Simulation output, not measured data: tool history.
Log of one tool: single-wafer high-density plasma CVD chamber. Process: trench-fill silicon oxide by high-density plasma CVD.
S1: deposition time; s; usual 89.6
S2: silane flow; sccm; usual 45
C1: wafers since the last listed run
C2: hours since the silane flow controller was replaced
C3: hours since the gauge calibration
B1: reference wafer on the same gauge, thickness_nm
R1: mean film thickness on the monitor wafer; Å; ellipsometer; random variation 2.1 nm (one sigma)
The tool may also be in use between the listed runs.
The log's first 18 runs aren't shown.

-- hour=449.9 silane flow controller replaced
run 19 hour=450.4 | S1=94.2 S2=45 | C1=344 C2=0.5 C3=655.7 | B1=506.08 | R1=4425.67
run 20 hour=474.7 | S1=94.2 S2=45 | C1=271 C2=24.8 C3=680 | B1=505.178 | R1=4445.8
run 21 hour=490.1 | S1=89.6 S2=45 | C1=172 C2=40.2 C3=695.4 | B1=505.919 | R1=4211.07
run 22 hour=518.8 | S1=89.6 S2=45 | C1=321 C2=68.9 C3=724.1 | B1=506.2 | R1=4225.34
run 23 hour=552.8 | S1=102.9 S2=48 | C1=380 C2=102.9 C3=758.1 | B1=506.432 | R1=5140.86
-- hour=555.4 gauge calibrated
run 24 hour=570.9 | S1=75.1 S2=50 | C1=202 C2=121 C3=15.5 | B1=504.862 | R1=3919.63
run 25 hour=615.5 | S1=89.6 S2=45 | C1=498 C2=165.6 C3=60.1 | B1=504.478 | R1=4232.99
run 26 hour=645.6 | S1=80.4 S2=39 | C1=336 C2=195.7 C3=90.2 | B1=505.168 | R1=3284.55
run 27 hour=661.6 | S1=74.3 S2=53 | C1=178 C2=211.7 C3=106.2 | B1=504.879 | R1=4119.01
run 28 hour=691.7 | S1=89.6 S2=45 | C1=336 C2=241.8 C3=136.3 | B1=505.909 | R1=4213.06
run 29 hour=724.2 | S1=76 S2=39 | C1=363 C2=274.3 C3=168.8 | B1=505.716 | R1=3103.2
run 30 hour=742.3 | S1=89.6 S2=45 | C1=202 C2=292.4 C3=186.9 | B1=505.225 | R1=4241.74
run 31 hour=764.3 | S1=89.6 S2=45 | C1=246 C2=314.4 C3=208.9 | B1=505.436 | R1=4209.54
run 32 hour=795.7 | S1=98.5 S2=51 | C1=351 C2=345.8 C3=240.3 | B1=505.152 | R1=5201.9
run 33 hour=837.1 | S1=77.7 S2=45 | C1=463 C2=387.2 C3=281.7 | B1=505.407 | R1=3653.45
run 34 hour=850.2 | S1=96.6 S2=50 | C1=146 C2=400.3 C3=294.8 | B1=505.559 | R1=5035.34
run 35 hour=865.4 | S1=101.2 S2=37 | C1=170 C2=415.5 C3=310 | B1=503.54 | R1=3905.83
run 36 hour=892.4 | S1=102.9 S2=45 | C1=302 C2=442.5 C3=337 | B1=505.673 | R1=4839.64
run 37 hour=909 | S1=89.6 S2=45 | C1=185 C2=459.1 C3=353.6 | B1=505.865 | R1=4211.83
run 38 hour=932.2 | S1=89.6 S2=45 | C1=259 C2=482.3 C3=376.8 | B1=504.358 | R1=4190.19
run 39 hour=946.1 | S1=98.5 S2=48 | C1=155 C2=496.2 C3=390.7 | B1=504.805 | R1=4925.77
run 40 hour=962.2 | S1=98.2 S2=45 | C1=180 C2=512.3 C3=406.8 | B1=505.254 | R1=4617.8
run 41 hour=992.1 | S1=89.6 S2=41 | C1=334 C2=542.2 C3=436.7 | B1=504.23 | R1=3808.41
run 42 hour=1024.1 | S1=89.6 S2=45 | C1=357 C2=574.2 C3=468.7 | B1=503.351 | R1=4201.66

Forecast each of these 3 alternatives for the next run:
run A hour=1024.5 | S1=89.6 S2=42 | C1=4 C2=574.6 C3=469.1 | B1=? | R1=?
run B hour=1024.5 | S1=73.4 S2=50 | C1=4 C2=574.6 C3=469.1 | B1=? | R1=?
run C hour=1024.5 | S1=89.6 S2=37 | C1=4 C2=574.6 C3=469.1 | B1=? | R1=?

run=A B1=505.328 R1=3902.64
run=B B1=505.328 R1=3805.98
run=C B1=505.328 R1=3438.04
Without the tool's hidden state the same runs would have given:
run=A R1=3938.98
run=B R1=3841.43
run=C R1=3470.05

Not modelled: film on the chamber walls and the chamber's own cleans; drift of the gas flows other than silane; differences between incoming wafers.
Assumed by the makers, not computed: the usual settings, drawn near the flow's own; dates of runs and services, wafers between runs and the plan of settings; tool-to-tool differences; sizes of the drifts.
